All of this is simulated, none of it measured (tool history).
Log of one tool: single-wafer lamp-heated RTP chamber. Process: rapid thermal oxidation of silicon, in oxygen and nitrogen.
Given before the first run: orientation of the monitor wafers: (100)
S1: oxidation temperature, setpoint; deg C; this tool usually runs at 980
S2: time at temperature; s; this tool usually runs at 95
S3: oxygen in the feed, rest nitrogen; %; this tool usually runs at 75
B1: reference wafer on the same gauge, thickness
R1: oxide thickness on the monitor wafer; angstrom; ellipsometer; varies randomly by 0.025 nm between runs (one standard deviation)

run    hour    S1   S2  S3     B1     R1
  1       0   990   95  75  6.152  63.89
  2    30.5   965  117  75  6.153  58.21
       48.7  -- pyrometer window cleaned and pyrometer calibrated
  3    64.8   980   82  75  6.148  52.41
  4   108.3   980   82  75  6.155  52.96
  5   144.5   980   82  75  6.134  52.95
  6     212   980   95  75  6.154  56.24
  7   252.6   980   95  75  6.153  56.69
  8     312   980   95  75  6.151     57
  9   375.9   960  117  75  6.155  53.79
 10   423.7   980   95  75  6.151  57.39
 11   495.2   980   95  75  6.157  57.68
 12   542.4   980   95  75  6.147  57.77
 13   574.7   980   95  75   6.16   57.8
 14   638.5   980   95  75  6.156  58.22
 15   696.7   967   95  75  6.148  52.98
 16   744.1   980   95  98  6.154  64.27
        766  -- pyrometer window cleaned and pyrometer calibrated
 17     808   980   95  75  6.166  56.65
        897  -- gauge calibrated
 18   985.9  1001   55  98   6.16  57.79
 19  1013.5   980   95  75  6.153  58.02
 20  1066.1   956   53  98  6.163  41.42
 21  1125.9   961  114  90  6.161  57.83
 22  1161.6   959   95  75   6.15  49.45
 23  1195.5   956  117  48  6.153  45.98
 24  1262.9  1005  131  57  6.158  73.51
     1328.3  -- oxygen flow controller replaced
 25  1328.8   993  127  88  6.141  77.41
 26  1398.2   957   95  75  6.152  49.64
 27  1456.7   980   95  59  6.145  54.02
 28  1486.4   996   51  92  6.149  54.37
 29  1552.4  1009  117  49  6.153   69.5
 30  1601.4   962  126  87  6.158  62.42
     1611.1  -- pyrometer window cleaned and pyrometer calibrated
 31  1655.1   965  117  75  6.161  55.11
 32  1713.3   980   95  75  6.142  56.37
 33    1744   956   59  83  6.153  40.32
 34  1794.9   980   95  47  6.163  48.25
 35  1854.4  1004   95  65  6.152  64.91
 36  1895.7   980   95  53  6.144  50.87
 37  1952.6   967   48  75  6.154   39.2
     1971.5  -- gauge calibrated
 38  2009.4   968   95  75  6.153  52.55

Forecast each of these 4 alternatives for the next run:
  A  2009.9  980   78  75   ?   ?
  B  2009.9  980   95  83   ?   ?
  C  2009.9  958  118  52   ?   ?
  D  2009.9  964   66  49   ?   ?

run     B1     R1
  A  6.153  52.63
  B  6.153  59.45
  C  6.153  47.41
  D  6.153   38.3
What these runs would have given with no unlogged condition in the tool:
run     R1
  A  51.09
  B  57.66
  C  46.03
  D   37.3
